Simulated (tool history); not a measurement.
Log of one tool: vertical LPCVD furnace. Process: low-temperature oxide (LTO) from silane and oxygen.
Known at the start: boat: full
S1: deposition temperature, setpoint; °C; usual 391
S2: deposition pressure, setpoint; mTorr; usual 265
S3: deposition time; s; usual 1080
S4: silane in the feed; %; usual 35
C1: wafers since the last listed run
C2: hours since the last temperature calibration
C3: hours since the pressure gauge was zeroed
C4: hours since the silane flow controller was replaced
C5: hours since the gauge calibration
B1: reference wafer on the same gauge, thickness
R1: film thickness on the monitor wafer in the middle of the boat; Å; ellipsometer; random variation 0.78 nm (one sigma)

| run | hour | S1 | S2 | S3 | S4 | C1 | C2 | C3 | C4 | C5 | B1 | R1 |
|---|---|---|---|---|---|---|---|---|---|---|---|---|
| 1 | 0 | 391 | 265 | 990 | 35 | 0 | 1016.5 | 2282.7 | 3581.2 | 675 | 133.9 | 1517.9 |
| 2 | 70.3 | 391 | 265 | 1080 | 35 | 1424 | 1086.8 | 2353 | 3651.5 | 745.3 | 133.89 | 1649.7 |
| 3 | 107.3 | 391 | 265 | 1080 | 35 | 749 | 1123.8 | 2390 | 3688.5 | 782.3 | 133.92 | 1640.3 |
| 4 | 162.5 | 391 | 265 | 1080 | 35 | 1118 | 1179 | 2445.2 | 3743.7 | 837.5 | 134.06 | 1665.4 |
| 5 | 216.8 | 391 | 265 | 960 | 35 | 1100 | 1233.3 | 2499.5 | 3798 | 891.8 | 133.98 | 1479.5 |
| 6 | 273.5 | 391 | 265 | 1080 | 35 | 1149 | 1290 | 2556.2 | 3854.7 | 948.5 | 134.04 | 1669.3 |
| 7 | 302.2 | 391 | 265 | 1080 | 35 | 581 | 1318.7 | 2584.9 | 3883.4 | 977.2 | 133.86 | 1681.8 |
| 8 | 336.2 | 391 | 265 | 1080 | 35 | 689 | 1352.7 | 2618.9 | 3917.4 | 1011.2 | 133.98 | 1667.8 |
| 9 | 396.3 | 391 | 265 | 1410 | 35 | 1218 | 1412.8 | 2679 | 3977.5 | 1071.3 | 133.87 | 2174.6 |
|  | 437.7 | gauge calibrated |
|  | 463 | silane flow controller replaced |
| 10 | 463.5 | 391 | 265 | 1080 | 35 | 875 | 1480 | 2746.2 | 0.5 | 25.8 | 134.06 | 1671.8 |
|  | 527.1 | thermocouples replaced and temperature profile calibrated |
| 11 | 527.6 | 391 | 210 | 1080 | 35 | 812 | 0.5 | 2810.3 | 64.6 | 89.9 | 133.97 | 1295.6 |
| 12 | 561 | 381 | 265 | 1080 | 29 | 676 | 33.9 | 2843.7 | 98 | 123.3 | 134.22 | 1099.7 |
| 13 | 626.6 | 397 | 265 | 1380 | 35 | 1329 | 99.5 | 2909.3 | 163.6 | 188.9 | 134 | 2243.3 |
| 14 | 661.4 | 391 | 210 | 870 | 39 | 705 | 134.3 | 2944.1 | 198.4 | 223.7 | 134.02 | 1197.4 |
|  | 737.1 | pressure gauge zeroed |
| 15 | 815.3 | 381 | 245 | 1080 | 35 | 2632 | 288.2 | 78.2 | 352.3 | 377.6 | 134.12 | 1336 |
| 16 | 859.2 | 391 | 265 | 1080 | 35 | 889 | 332.1 | 122.1 | 396.2 | 421.5 | 133.89 | 1648.7 |
| 17 | 917.9 | 391 | 320 | 1080 | 35 | 1189 | 390.8 | 180.8 | 454.9 | 480.2 | 133.99 | 1980.5 |
| 18 | 974.2 | 384 | 230 | 960 | 35 | 1141 | 447.1 | 237.1 | 511.2 | 536.5 | 134.07 | 1157.6 |

3 ways to go on from here, each from the tool as it stands after run 18. What would each give?
| A | 977.4 | 391 | 265 | 1080 | 35 | 64 | 450.3 | 240.3 | 514.4 | 539.7 | ? | ? |
| B | 977.4 | 391 | 265 | 1080 | 30 | 64 | 450.3 | 240.3 | 514.4 | 539.7 | ? | ? |
| C | 977.4 | 379 | 205 | 1410 | 39 | 64 | 450.3 | 240.3 | 514.4 | 539.7 | ? | ? |

| run | B1 | R1 |
|---|---|---|
| A | 134.08 | 1629 |
| B | 134.08 | 1307.7 |
| C | 134.08 | 1645.7 |
Without the tool's hidden state the same runs would have given:
| run | R1 |
|---|---|
| A | 1613.6 |
| B | 1294.8 |
| C | 1629.8 |
